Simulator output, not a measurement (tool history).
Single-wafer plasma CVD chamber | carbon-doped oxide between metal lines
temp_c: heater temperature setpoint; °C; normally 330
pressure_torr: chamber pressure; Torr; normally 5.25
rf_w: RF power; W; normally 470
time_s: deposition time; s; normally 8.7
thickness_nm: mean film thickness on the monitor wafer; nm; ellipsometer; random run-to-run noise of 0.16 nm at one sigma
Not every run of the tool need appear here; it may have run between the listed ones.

| run | hour | temp_c | pressure_torr | rf_w | time_s | wafers since the last listed run | hours since the last thermocouple change | hours since the last RF generator calibration | hours since the last manometer calibration | hours since the showerhead was replaced | hours since the gauge calibration | read-back reference wafer on the same gauge, thickness_nm | thickness_nm |
|---|---|---|---|---|---|---|---|---|---|---|---|---|---|
| 1 | 0 | 330 | 5.25 | 470 | 8.7 | 0 | 2491.3 | 1227.9 | 1138.7 | 3241.9 | 186.8 | 55.93 | 44.695 |
| 2 | 7.1 | 330 | 5.25 | 470 | 8.7 | 106 | 2498.4 | 1235 | 1145.8 | 3249 | 193.9 | 55.889 | 44.527 |
| 3 | 14.2 | 330 | 5.25 | 470 | 8.7 | 106 | 2505.5 | 1242.1 | 1152.9 | 3256.1 | 201 | 55.847 | 44.362 |
| 4 | 31.1 | 336 | 5.25 | 470 | 9.98 | 253 | 2522.4 | 1259 | 1169.8 | 3273 | 217.9 | 55.913 | 49.91 |
| 5 | 42.1 | 336 | 5.25 | 470 | 9.98 | 164 | 2533.4 | 1270 | 1180.8 | 3284 | 228.9 | 55.914 | 50.014 |
| 6 | 52.2 | 336 | 5.25 | 470 | 9.98 | 151 | 2543.5 | 1280.1 | 1190.9 | 3294.1 | 239 | 55.889 | 49.953 |
| 7 | 68.9 | 330 | 5.25 | 470 | 8.7 | 250 | 2560.2 | 1296.8 | 1207.6 | 3310.8 | 255.7 | 55.888 | 44.272 |
| 8 | 79 | 330 | 5.25 | 470 | 8.7 | 151 | 2570.3 | 1306.9 | 1217.7 | 3320.9 | 265.8 | 55.893 | 43.921 |
| 9 | 123.1 | 330 | 5.25 | 560 | 9.34 | 661 | 2614.4 | 1351 | 1261.8 | 3365 | 309.9 | 55.921 | 55.023 |
| 10 | 132.8 | 337 | 5.25 | 410 | 8.7 | 145 | 2624.1 | 1360.7 | 1271.5 | 3374.7 | 319.6 | 55.907 | 37.614 |
| 11 | 140.3 | 330 | 5.25 | 470 | 8.7 | 112 | 2631.6 | 1368.2 | 1279 | 3382.2 | 327.1 | 55.889 | 43.72 |
|  | 142.2 | gauge calibrated |
| 12 | 153.4 | 326 | 6.53 | 505 | 9.3 | 196 | 2644.7 | 1381.3 | 1292.1 | 3395.3 | 11.2 | 55.905 | 51.386 |
|  | 174 | RF generator calibrated |
| 13 | 174.5 | 318 | 6.16 | 435 | 7.16 | 196 | 2665.8 | 0.5 | 1313.2 | 3416.4 | 32.3 | 55.924 | 37.479 |
| 14 | 179.7 | 342 | 4.18 | 470 | 7.48 | 77 | 2671 | 5.7 | 1318.4 | 3421.6 | 37.5 | 55.9 | 37.842 |
| 15 | 195 | 315 | 5.25 | 470 | 9.83 | 229 | 2686.3 | 21 | 1333.7 | 3436.9 | 52.8 | 55.906 | 55.342 |
| 16 | 208.2 | 330 | 4.49 | 470 | 8.7 | 197 | 2699.5 | 34.2 | 1346.9 | 3450.1 | 66 | 55.909 | 45.919 |
|  | 225.8 | thermocouple changed; heater temperature recalibrated |
|  | 245.7 | capacitance manometer re-zeroed and calibrated |
|  | 247.2 | showerhead replaced |
| 17 | 254.9 | 330 | 4.13 | 520 | 9.94 | 437 | 29.1 | 80.9 | 9.2 | 7.7 | 112.7 | 55.902 | 56.271 |
| 18 | 272.6 | 345 | 5.25 | 380 | 8.25 | 265 | 46.8 | 98.6 | 26.9 | 25.4 | 130.4 | 55.898 | 33.995 |
| 19 | 279.9 | 330 | 5.25 | 470 | 8.7 | 109 | 54.1 | 105.9 | 34.2 | 32.7 | 137.7 | 55.843 | 46.579 |
| 20 | 286.9 | 338 | 5.25 | 435 | 8.7 | 104 | 61.1 | 112.9 | 41.2 | 39.7 | 144.7 | 55.917 | 42.127 |
| 21 | 304.1 | 319 | 5.25 | 470 | 6.96 | 257 | 78.3 | 130.1 | 58.4 | 56.9 | 161.9 | 55.907 | 38.877 |
| 22 | 310.5 | 330 | 5.25 | 470 | 8.7 | 95 | 84.7 | 136.5 | 64.8 | 63.3 | 168.3 | 55.897 | 46.427 |
| 23 | 320.9 | 330 | 5.25 | 470 | 8.7 | 155 | 95.1 | 146.9 | 75.2 | 73.7 | 178.7 | 55.886 | 46.482 |
| 24 | 327.7 | 330 | 4.52 | 565 | 8.7 | 101 | 101.9 | 153.7 | 82 | 80.5 | 185.5 | 55.915 | 53.231 |
| 25 | 336 | 324 | 4.46 | 470 | 8.7 | 124 | 110.2 | 162 | 90.3 | 88.8 | 193.8 | 55.926 | 46.441 |
| 26 | 351.9 | 330 | 5.25 | 470 | 8.7 | 238 | 126.1 | 177.9 | 106.2 | 104.7 | 209.7 | 55.887 | 46.424 |
| 27 | 361.4 | 335 | 5.25 | 470 | 8.7 | 142 | 135.6 | 187.4 | 115.7 | 114.2 | 219.2 | 55.912 | 45.748 |
| 28 | 370.2 | 330 | 5.79 | 470 | 10.23 | 131 | 144.4 | 196.2 | 124.5 | 123 | 228 | 55.93 | 55.298 |

Run-by-run hidden state of the tool:
wafer temperature above the value expected at the setpoint (K): 0 on each run
true pressure above the setpoint (%): 0 on each run
gauge reads high (%): 0 on each run
H1: delivered RF power above the setpoint (%)
| run | H1 |
|---|---|
| 1 | -5.53 |
| 2 | -5.59 |
| 3 | -5.65 |
| 4 | -5.8 |
| 5 | -5.9 |
| 6 | -5.99 |
| 7 | -6.15 |
| 8 | -6.24 |
| 9 | -6.65 |
| 10 | -6.74 |
| 11 | -6.82 |
| 12 | -6.94 |
| 13 | -1.23 |
| 14 | -1.23 |
| 15 | -1.23 |
| 16 | -1.23 |
| 17 | -1.25 |
| 18 | -1.26 |
| 19 | -1.27 |
| 20 | -1.27 |
| 21 | -1.29 |
| 22 | -1.29 |
| 23 | -1.3 |
| 24 | -1.31 |
| 25 | -1.32 |
| 26 | -1.34 |
| 27 | -1.35 |
| 28 | -1.36 |
